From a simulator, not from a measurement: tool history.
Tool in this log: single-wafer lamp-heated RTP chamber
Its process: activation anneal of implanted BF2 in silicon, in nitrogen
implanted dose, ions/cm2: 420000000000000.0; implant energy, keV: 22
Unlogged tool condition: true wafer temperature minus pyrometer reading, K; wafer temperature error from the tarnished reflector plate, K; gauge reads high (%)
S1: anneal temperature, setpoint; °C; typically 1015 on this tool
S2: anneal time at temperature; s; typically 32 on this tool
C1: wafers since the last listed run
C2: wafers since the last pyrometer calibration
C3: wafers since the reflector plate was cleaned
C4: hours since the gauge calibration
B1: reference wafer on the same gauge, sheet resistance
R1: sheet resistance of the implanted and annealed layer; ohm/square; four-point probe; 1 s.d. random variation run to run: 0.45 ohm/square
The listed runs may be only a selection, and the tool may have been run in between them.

run	hour	S1	S2	C1	C2	C3	C4	B1	R1
1	0.0	995	37	0	3072	5060	57.9	243.96	304.13
2	16.0	995	37	316	3388	5376	73.9	244.06	304.12
3	29.9	1022	46	274	3663	5651	87.8	243.88	294.50
4	38.0	1032	27	160	3823	5811	95.9	244.07	298.97
5	49.1	1015	32	219	4042	6030	107.0	244.03	300.82
6	57.3	1015	32	161	4204	6192	115.2	244.12	299.96
7	69.9	994	19	248	4453	6441	127.8	243.95	308.54
8	78.9	994	19	177	4631	6619	136.8	243.91	309.37
9	88.7	994	19	193	4824	6813	146.6	243.94	308.85
10	100.2	1015	32	227	5052	7040	158.1	244.10	299.35
11	118.1	1009	19	353	5405	7393	176.0	243.95	305.06
12	132.6	1009	19	286	5692	7680	190.5	244.04	305.64
13	141.7	1009	19	179	5871	7860	199.6	244.04	304.62
14	152.9	985	27	221	6093	8081	210.8	244.01	308.81
# hour 165.5: pyrometer window cleaned and pyrometer calibrated
15	166.0	1033	16	100	9	8182	223.9	243.96	303.77
16	180.0	1033	45	276	285	8458	237.9	243.96	293.71
17	188.5	1015	42	167	453	8626	246.4	243.94	298.87
18	198.2	1034	48	191	645	8818	256.1	243.99	292.98
19	214.7	1003	40	325	971	9144	272.6	243.93	302.36
20	222.2	1015	32	148	1119	9292	280.1	243.91	300.75
# hour 226.9: gauge calibrated
21	235.4	1015	32	260	1380	9553	8.5	243.92	301.38
# hour 261.1: reflector plate cleaned
22	269.1	1033	16	507	1888	158	42.2	244.06	303.20
23	284.5	995	48	304	2192	462	57.6	244.01	302.27
24	296.5	1041	45	237	2429	699	69.6	243.96	290.52
25	310.6	1015	32	278	2707	978	83.7	244.03	300.47
26	323.0	999	13	244	2952	1223	96.1	243.95	310.36
27	339.6	1002	26	327	3280	1551	112.7	243.93	304.01

Consider 4 possible next runs. They are alternatives, not a sequence: every one starts from the tool as it was left by run 27. What does each give?
A	340.0	1015	32	7	3288	1558	113.1	?	?
B	340.0	998	32	7	3288	1558	113.1	?	?
C	340.0	989	13	7	3288	1558	113.1	?	?
D	340.0	994	49	7	3288	1558	113.1	?	?

run	B1	R1
A	243.97	300.57
B	243.97	304.75
C	243.97	313.50
D	243.97	302.36
Had the tool no hidden state, the same runs would have come out as:
run	R1
A	302.71
B	307.43
C	317.83
D	305.58
